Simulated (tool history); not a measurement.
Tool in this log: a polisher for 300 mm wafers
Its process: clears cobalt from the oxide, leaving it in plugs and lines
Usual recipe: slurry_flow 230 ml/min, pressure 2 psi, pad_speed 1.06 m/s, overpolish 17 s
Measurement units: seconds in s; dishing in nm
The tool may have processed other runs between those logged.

run	hour	slurry_flow	pressure	pad_speed	overpolish	wafers since the last listed run	wafers polished on this pad	hours since the slurry nozzle was cleaned	hours since the head pressure was calibrated	incoming thickness of the incoming film, nm	seconds	dishing
1	0	170	2	1.06	17	0	4348	514.5	326.5	176.4	38.5	32.8
2	26	170	2	1.06	17	339	4687	540.5	352.5	179.5	38.2	32.3
# hour 54: worn pad replaced by a new one
3	66.3	230	2	1.06	17	473	160	580.8	392.8	181.4	38.4	30.9
4	133.2	255	2	1.06	17	873	1033	647.7	459.7	179.7	36.7	32.5
5	171.3	255	2	1.06	17	497	1530	685.8	497.8	179.1	36.8	31.6
6	195.9	255	2	1.06	17	321	1852	710.4	522.4	179.2	38.1	32.3
7	290	230	2	1.06	24	1228	3080	804.5	616.5	182.8	38.1	35
8	360.1	230	2	1.06	24	914	3995	874.6	686.6	181.1	38	32.5
# hour 393.2: slurry nozzle cleaned
9	393.7	230	2	1.06	24	425	4420	0.5	720.2	180.5	39.1	35.1
10	436.5	180	2	1.06	17	558	4979	43.3	763	178.4	38.4	30.7
# hour 479.4: worn pad replaced by a new one
11	492.9	180	2	1.06	17	683	176	99.7	819.4	182.5	39.4	32.5
12	542.8	260	2	1.2	17	651	827	149.6	869.3	179.5	33.3	33.3
13	757.9	260	2	1.2	17	2807	3634	364.7	1084.4	181.4	32.6	35
14	801.9	260	2	1.2	17	574	4209	408.7	1128.4	180.3	33.8	33
15	867.9	200	2	1.22	17	861	5070	474.7	1194.4	182.5	33.1	33.8
# hour 873.9: head pressure recalibrated
16	923.6	230	2	1.06	21	700	5771	530.4	49.7	180	38	33.5
# hour 962.2: worn pad replaced by a new one
17	975.6	255	2	1.06	17	626	175	582.4	101.7	177.9	38	32.6
18	1029.1	230	2	0.78	23	698	873	635.9	155.2	177.3	49.7	31.3
19	1092.1	230	2	1.06	17	822	1695	698.9	218.2	180.3	37.9	31
20	1121.1	230	2	1.38	17	378	2074	727.9	247.2	180.5	28.4	33.5
21	1173.1	230	1.8	1.06	17	678	2753	779.9	299.2	179.2	42.8	30.3
22	1220.8	185	2	1.06	17	622	3375	827.6	346.9	183.4	39.6	31.8
23	1295.3	295	2.3	0.7	7	972	4347	902.1	421.4	177.6	49.4	18.9
24	1323.6	230	2	1.06	8	369	4717	930.4	449.7	180.7	37.8	23.2
25	1350.9	230	2	1.3	17	356	5073	957.7	477	179	31	33.1
# hour 1359.7: slurry nozzle cleaned
# hour 1375.1: worn pad replaced by a new one
26	1396.6	230	2	1.06	17	531	280	36.9	522.7	178.1	38	32.2
27	1429.7	230	2	0.9	17	431	712	70	555.8	180.7	43.7	31.5
28	1476.6	195	2	0.94	17	612	1324	116.9	602.7	178.8	42.8	30
29	1526.9	230	2	1.06	17	656	1981	167.2	653	180.9	37.2	30.6
30	1578.6	230	2	0.88	17	674	2655	218.9	704.7	178.7	44.9	30.2
31	1639.9	230	2	1.4	11	800	3455	280.2	766	181.5	28.7	30.8
32	1703.1	300	2	1.06	17	824	4280	343.4	829.2	178.3	36.9	32.7

Run 33 is up next; what results do you expect?
33	1745	230	2.7	1.06	9	546	4827	385.3	871.1	180.4	?	?

Run 33 gave seconds 28 s, dishing 29 nm.
Without the tool's hidden state the same run would have given seconds 28 s, dishing 29 nm.

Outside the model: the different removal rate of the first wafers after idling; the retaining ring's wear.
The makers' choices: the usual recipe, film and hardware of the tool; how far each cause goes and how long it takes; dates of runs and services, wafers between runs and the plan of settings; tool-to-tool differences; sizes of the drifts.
